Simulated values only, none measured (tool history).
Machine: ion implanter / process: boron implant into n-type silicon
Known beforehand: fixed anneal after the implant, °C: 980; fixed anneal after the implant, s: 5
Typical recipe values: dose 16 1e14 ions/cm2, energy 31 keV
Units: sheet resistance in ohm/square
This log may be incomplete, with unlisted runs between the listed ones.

run	day	dose	energy	wafers since the last listed run	hours since the last dose calibration	hours since the extraction supply was calibrated	hours since the gauge calibration	read-back reference wafer on the same gauge, sheet resistance	sheet resistance
1	0	16	31	0	1719.3	1744.5	451	96.98	103.99
2	1.092	16	31	875	1745.5	1770.7	477.2	97.06	103.38
3	1.962	16	31	698	1766.4	1791.6	498.1	97.17	103.74
4	3.283	16	31	1059	1798.1	1823.3	529.8	96.94	103.9
5	4.104	16	31	658	1817.8	1843	549.5	96.97	103.28
6	4.888	16	31	628	1836.6	1861.8	568.3	97.05	103.42
7	5.846	16	31	768	1859.6	1884.8	591.3	96.76	103.77
8	6.388	16	25	434	1872.6	1897.8	604.3	96.87	105.94
9	9.112	16	25	2184	1938	1963.2	669.7	96.81	105.71
10	10.167	16	31	845	1963.3	1988.5	695	96.91	103.82
11	11.021	16	31	684	1983.8	2009	715.5	96.94	102.93
12	11.525	16	31	404	1995.9	2021.1	727.6	96.71	102.9
13	12.688	16	31	932	2023.8	2049	755.5	96.73	103.42
# day 13.738: gauge calibrated
14	17.154	16	31	3581	2131	2156.2	82	99.82	106.69
15	18.217	13.37	27	851	2156.5	2181.7	107.5	99.59	118.77
16	18.771	13.37	27	444	2169.8	2195	120.8	99.5	117.98
17	19.558	13.37	27	631	2188.7	2213.9	139.7	99.42	118.41
18	20.912	16	31	1085	2221.2	2246.4	172.2	99.27	105.77
# day 23.446: extraction supply calibrated
19	24.825	13.84	40.5	2869	2315.1	33.1	266.1	98.87	114
20	26.117	16	31	1035	2346.1	64.1	297.1	98.54	104.75
21	27.329	16	31	972	2375.2	93.2	326.2	98.49	105.47
22	28.104	16	31	621	2393.8	111.8	344.8	98.41	104.6
# day 28.971: Faraday cup replaced and dose calibrated
23	29.396	13.72	35	768	10.2	142.8	375.8	98.32	113.46
24	30.421	11.7	41	821	34.8	167.4	400.4	98.25	125.34
25	31.854	16	37	1149	69.2	201.8	434.8	98.09	103.72
26	33.208	16	31	1085	101.7	234.3	467.3	98.12	104.74
27	33.746	16	40.5	430	114.6	247.2	480.2	97.97	103.51
28	34.517	17.43	36	618	133.1	265.7	498.7	98.05	99.01
29	35.146	11.6	35.5	504	148.2	280.8	513.8	97.97	125.86
30	36.108	14.31	24.5	771	171.3	303.9	536.9	98.01	113.18
31	36.762	17.94	25	524	187	319.6	552.6	97.85	100.86
32	38.217	17.82	31	1165	221.9	354.5	587.5	98.05	99.18
33	39.658	14.04	34	1155	256.5	389.1	622.1	97.87	111.47
34	40.212	16	31	444	269.8	402.4	635.4	97.98	104.61
35	40.912	11.76	36.5	561	286.6	419.2	652.2	97.76	124.54
36	41.55	13.84	40.5	511	301.9	434.5	667.5	97.78	111.92
37	42.4	19.72	21	681	322.3	454.9	687.9	97.93	100.72

Below are 3 alternative next runs, each starting from the tool's condition after run 37. Predict each:
A	42.417	13.7	31	13	322.7	455.3	688.3	?	?
B	42.417	16	24.5	13	322.7	455.3	688.3	?	?
C	42.417	18.33	34	13	322.7	455.3	688.3	?	?

run	read-back reference wafer on the same gauge, sheet resistance	sheet resistance
A	97.72	113.37
B	97.72	106.64
C	97.72	96.41
What these runs would have given with no unlogged condition in the tool:
run	sheet resistance
A	115.95
B	109.07
C	98.6

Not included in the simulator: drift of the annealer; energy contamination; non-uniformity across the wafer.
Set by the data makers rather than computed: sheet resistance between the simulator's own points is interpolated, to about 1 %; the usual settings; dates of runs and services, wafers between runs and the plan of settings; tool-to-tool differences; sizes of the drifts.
